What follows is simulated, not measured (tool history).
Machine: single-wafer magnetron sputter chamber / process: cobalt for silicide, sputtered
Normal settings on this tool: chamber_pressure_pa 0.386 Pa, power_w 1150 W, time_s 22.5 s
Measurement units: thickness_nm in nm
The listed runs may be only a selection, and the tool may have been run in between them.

| run | hour | chamber_pressure_pa | power_w | time_s | wafers since the last listed run | wafers on the sputter target | hours since the last manometer calibration | hours since the magnet pack was replaced | hours since the gauge calibration | read-back reference wafer on the same gauge, thickness_nm | thickness_nm |
|---|---|---|---|---|---|---|---|---|---|---|---|
| 1 | 0 | 0.386 | 1150 | 22.5 | 0 | 3036 | 1156.3 | 2829 | 807.4 | 11.914 | 13.685 |
| 2 | 38.7 | 0.386 | 1150 | 22.5 | 585 | 3622 | 1195 | 2867.7 | 846.1 | 11.901 | 13.685 |
| 3 | 89.8 | 0.386 | 1150 | 22.5 | 773 | 4395 | 1246.1 | 2918.8 | 897.2 | 11.89 | 13.542 |
|  | 139.2 | sputter target and shields replaced |
| 4 | 196.3 | 0.386 | 1150 | 23.4 | 1491 | 864 | 1352.6 | 3025.3 | 1003.7 | 11.895 | 14.324 |
|  | 264 | gauge calibrated |
| 5 | 270.1 | 0.386 | 1150 | 23.6 | 1117 | 1982 | 1426.4 | 3099.1 | 6.1 | 11.903 | 14.503 |
| 6 | 353.3 | 0.386 | 1150 | 23.6 | 1259 | 3241 | 1509.6 | 3182.3 | 89.3 | 11.911 | 14.266 |
| 7 | 419.3 | 0.324 | 1150 | 22.5 | 999 | 4241 | 1575.6 | 3248.3 | 155.3 | 11.898 | 14.037 |
|  | 481.1 | sputter target and shields replaced |
| 8 | 481.6 | 0.324 | 1150 | 22.5 | 822 | 8 | 1637.9 | 3310.6 | 217.6 | 11.903 | 13.751 |
| 9 | 529.5 | 0.386 | 1150 | 22.5 | 725 | 733 | 1685.8 | 3358.5 | 265.5 | 11.904 | 13.312 |
| 10 | 626.6 | 0.386 | 1150 | 22.5 | 1470 | 2203 | 1782.9 | 3455.6 | 362.6 | 11.898 | 13.228 |
| 11 | 695 | 0.489 | 1000 | 24.9 | 1035 | 3239 | 1851.3 | 3524 | 431 | 11.894 | 12.594 |
|  | 711.7 | sputter target and shields replaced, repeated, since the last time left the tool worse |
| 12 | 759.6 | 0.461 | 1000 | 25.5 | 856 | 725 | 1915.9 | 3588.6 | 495.6 | 11.9 | 13.75 |
| 13 | 811.9 | 0.462 | 1050 | 22.5 | 791 | 1517 | 1968.2 | 3640.9 | 547.9 | 11.898 | 12.48 |
|  | 864.2 | magnet pack replaced |
| 14 | 910.8 | 0.517 | 1250 | 20.9 | 1376 | 2894 | 2067.1 | 46.6 | 646.8 | 11.894 | 12.719 |
| 15 | 964.7 | 0.386 | 1150 | 22.5 | 816 | 3710 | 2121 | 100.5 | 700.7 | 11.897 | 13.696 |
| 16 | 1069.6 | 0.489 | 1150 | 25 | 1588 | 5298 | 2225.9 | 205.4 | 805.6 | 11.89 | 14.33 |
|  | 1083.4 | capacitance manometer re-zeroed and calibrated |
|  | 1120.4 | gauge calibrated |
|  | 1152.6 | sputter target and shields replaced |
| 17 | 1165.7 | 0.313 | 950 | 26.7 | 1212 | 198 | 82.3 | 301.5 | 45.3 | 11.9 | 14.874 |
| 18 | 1234.2 | 0.386 | 1150 | 22.5 | 1037 | 1236 | 150.8 | 370 | 113.8 | 11.906 | 13.677 |
| 19 | 1321.7 | 0.386 | 1150 | 22.5 | 1324 | 2560 | 238.3 | 457.5 | 201.3 | 11.909 | 13.752 |
| 20 | 1358.3 | 0.278 | 1350 | 20 | 554 | 3115 | 274.9 | 494.1 | 237.9 | 11.914 | 14.236 |
| 21 | 1441 | 0.386 | 1150 | 26 | 1252 | 4367 | 357.6 | 576.8 | 320.6 | 11.894 | 15.738 |

Hidden state, per run?
true argon pressure above the setpoint (%): 0 at every run
gauge reads high (%): 0 at every run
H1: deposition rate above that of a new target (%)
| run | H1 |
|---|---|
| 1 | -1.43 |
| 2 | -1.7 |
| 3 | -2.05 |
| 4 | -0.444 |
| 5 | -0.948 |
| 6 | -1.52 |
| 7 | -1.97 |
| 8 | -3.78 |
| 9 | -4.11 |
| 10 | -4.77 |
| 11 | -5.24 |
| 12 | -0.409 |
| 13 | -0.767 |
| 14 | -1.44 |
| 15 | -1.81 |
| 16 | -2.53 |
| 17 | -0.159 |
| 18 | -0.627 |
| 19 | -1.23 |
| 20 | -1.48 |
| 21 | -2.04 |
